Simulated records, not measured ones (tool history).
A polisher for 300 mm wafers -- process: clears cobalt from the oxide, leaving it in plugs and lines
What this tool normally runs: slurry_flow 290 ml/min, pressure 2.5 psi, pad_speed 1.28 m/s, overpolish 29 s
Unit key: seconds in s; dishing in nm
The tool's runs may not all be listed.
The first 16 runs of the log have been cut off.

| run | hour | slurry_flow | pressure | pad_speed | overpolish | incoming thickness of the incoming film, nm | seconds | dishing |
|---|---|---|---|---|---|---|---|---|
| 17 | 244.6 | 290 | 2.5 | 1.48 | 24 | 248.4 | 32.3 | 57.3 |
|  | 288.4 | slurry nozzle cleaned |
| 18 | 298.5 | 290 | 2.5 | 1.28 | 29 | 247.1 | 38.0 | 58.4 |
| 19 | 312.4 | 290 | 1.6 | 1.28 | 13 | 252.7 | 62.9 | 34.4 |
|  | 319.6 | worn pad replaced by a new one |
| 20 | 326.1 | 290 | 2.5 | 1.28 | 29 | 248.9 | 37.8 | 58.8 |
| 21 | 343.1 | 215 | 2.5 | 1.28 | 21 | 253.6 | 40.9 | 54.2 |
| 22 | 369.4 | 215 | 2.1 | 1.60 | 36 | 250.2 | 38.6 | 62.1 |
| 23 | 381.7 | 225 | 1.6 | 1.44 | 43 | 251.1 | 56.0 | 59.0 |
| 24 | 388.0 | 290 | 2.5 | 1.28 | 34 | 251.6 | 40.1 | 60.1 |
| 25 | 403.4 | 235 | 2.5 | 1.28 | 29 | 250.2 | 41.4 | 56.4 |
|  | 416.4 | head pressure recalibrated |
| 26 | 420.4 | 195 | 2.5 | 1.28 | 29 | 247.9 | 43.5 | 56.2 |
| 27 | 428.5 | 290 | 2.5 | 1.28 | 29 | 248.6 | 42.1 | 58.1 |
|  | 436.5 | worn pad replaced by a new one |
| 28 | 437.0 | 290 | 2.5 | 1.28 | 29 | 246.3 | 38.3 | 58.8 |
| 29 | 446.0 | 290 | 2.2 | 1.28 | 18 | 252.7 | 44.1 | 52.0 |
| 30 | 493.8 | 200 | 2.5 | 1.28 | 29 | 247.6 | 40.3 | 58.5 |
| 31 | 502.1 | 290 | 2.5 | 1.28 | 35 | 250.0 | 37.8 | 60.4 |
|  | 534.5 | worn pad replaced by a new one |
| 32 | 552.4 | 290 | 2.5 | 1.28 | 43 | 251.3 | 37.3 | 61.1 |
| 33 | 563.3 | 290 | 2.5 | 1.28 | 29 | 246.7 | 37.0 | 60.0 |

Below are 3 alternative next runs, each starting from the tool's condition after run 33. Predict each:
| A | 563.7 | 290 | 2.0 | 1.28 | 29 | 254.8 | ? | ? |
| B | 563.7 | 290 | 2.7 | 1.62 | 18 | 254.8 | ? | ? |
| C | 563.7 | 220 | 2.5 | 1.28 | 13 | 254.8 | ? | ? |

| run | seconds | dishing |
|---|---|---|
| A | 47.6 | 56.5 |
| B | 28.4 | 56.7 |
| C | 39.3 | 45.8 |
Stripped of hidden state, with their random variation kept, the same runs would have yielded:
| run | seconds | dishing |
|---|---|---|
| A | 47.1 | 56.6 |
| B | 28.1 | 56.9 |
| C | 38.9 | 46.1 |
